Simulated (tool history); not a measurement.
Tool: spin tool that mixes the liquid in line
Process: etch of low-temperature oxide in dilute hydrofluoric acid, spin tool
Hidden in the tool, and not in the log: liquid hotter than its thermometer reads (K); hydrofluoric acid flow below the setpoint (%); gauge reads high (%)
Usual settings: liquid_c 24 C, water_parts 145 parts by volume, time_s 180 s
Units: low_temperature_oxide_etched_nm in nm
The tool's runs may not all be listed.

run	day	liquid_c	water_parts	time_s	wafers since the last listed run	hours since the thermometer was replaced	hours since the hydrofluoric acid flow meter was replaced	hours since the gauge calibration	read-back film thickness of the low-temperature oxide reference wafer, read on the same gauge (nm)	low_temperature_oxide_etched_nm
1	0	26	145	225	0	1365.9	1910	414.3	99.94	37.3
2	0.446	24	90	180	61	1376.6	1920.7	425	99.95	48.35
3	1.075	24	90	180	87	1391.7	1935.8	440.1	100	46.99
4	1.438	24	90	180	50	1400.4	1944.5	448.8	100.02	47.74
5	1.738	24	145	180	41	1407.6	1951.7	456	100.02	27.78
6	2.233	24	145	180	68	1419.5	1963.6	467.9	100.02	27.9
7	2.95	21.5	145	180	99	1436.7	1980.8	485.1	99.97	25.37
8	3.562	24	145	180	85	1451.4	1995.5	499.8	99.99	27.82
9	4.092	25.5	110	290	73	1464.1	2008.2	512.5	99.96	65.23
10	4.696	27.5	145	180	83	1478.6	2022.7	527	99.97	31.45
11	5.388	24	145	180	96	1495.2	2039.3	543.6	99.99	27.86
12	6.008	28.5	175	180	86	1510.1	2054.2	558.5	99.98	25.66
# day 6.167: thermometer replaced
13	6.688	27	145	100	88	12.5	2070.5	574.8	100.02	17.98
14	7.433	27	100	275	103	30.4	2088.4	592.7	99.96	76.41
15	7.762	24	95	180	45	38.3	2096.3	600.6	99.98	47.62
# day 8.012: gauge calibrated
# day 8.171: hydrofluoric acid flow meter replaced
16	8.325	21.5	145	225	72	51.8	3.7	7.5	99.97	33.34
17	8.892	24	120	180	78	65.4	17.3	21.1	100.02	36.86
18	9.392	20	145	180	69	77.4	29.3	33.1	100.07	25.18
19	10.079	24	90	180	95	93.9	45.8	49.6	100.03	50.95
# day 10.175: thermometer replaced, repeated, since the last time left the tool worse
20	10.35	24	145	180	31	4.2	52.3	56.1	100.04	26.06
21	10.908	24	180	180	77	17.6	65.7	69.5	100.02	20.14
22	11.262	25.5	110	80	49	26.1	74.2	78	100.02	16.66
23	11.796	24	195	180	74	38.9	87	90.8	100	18.56
24	12.467	22	180	95	93	55	103.1	106.9	100	9.98
25	12.975	27	145	225	70	67.2	115.3	119.1	99.99	36.34
26	13.471	24	200	240	68	79.1	127.2	131	100.01	23.85
27	13.883	19.5	120	180	57	89	137.1	140.9	100	27.24
28	14.562	22	215	180	94	105.3	153.4	157.2	100	14.89
29	15.079	26	145	180	71	117.7	165.8	169.6	100	28.21
30	15.604	24	175	180	72	130.3	178.4	182.2	99.97	21.02
31	15.871	24	180	235	37	136.7	184.8	188.6	100.02	26.54
32	16.142	24	160	110	37	143.2	191.3	195.1	100	14.31

Forecast each of these 4 alternatives for the next run:
A	16.162	19.5	145	180	2	143.7	191.8	195.6	?	?
B	16.162	20.5	145	180	2	143.7	191.8	195.6	?	?
C	16.162	24	125	180	2	143.7	191.8	195.6	?	?
D	16.162	24	145	245	2	143.7	191.8	195.6	?	?

run	read-back film thickness of the low-temperature oxide reference wafer, read on the same gauge (nm)	low_temperature_oxide_etched_nm
A	100.01	21.97
B	100.01	22.87
C	100.01	31.12
D	100.01	35.67
Without the tool's hidden state the same runs would have given:
run	low_temperature_oxide_etched_nm
A	21.8
B	22.69
C	30.88
D	35.4

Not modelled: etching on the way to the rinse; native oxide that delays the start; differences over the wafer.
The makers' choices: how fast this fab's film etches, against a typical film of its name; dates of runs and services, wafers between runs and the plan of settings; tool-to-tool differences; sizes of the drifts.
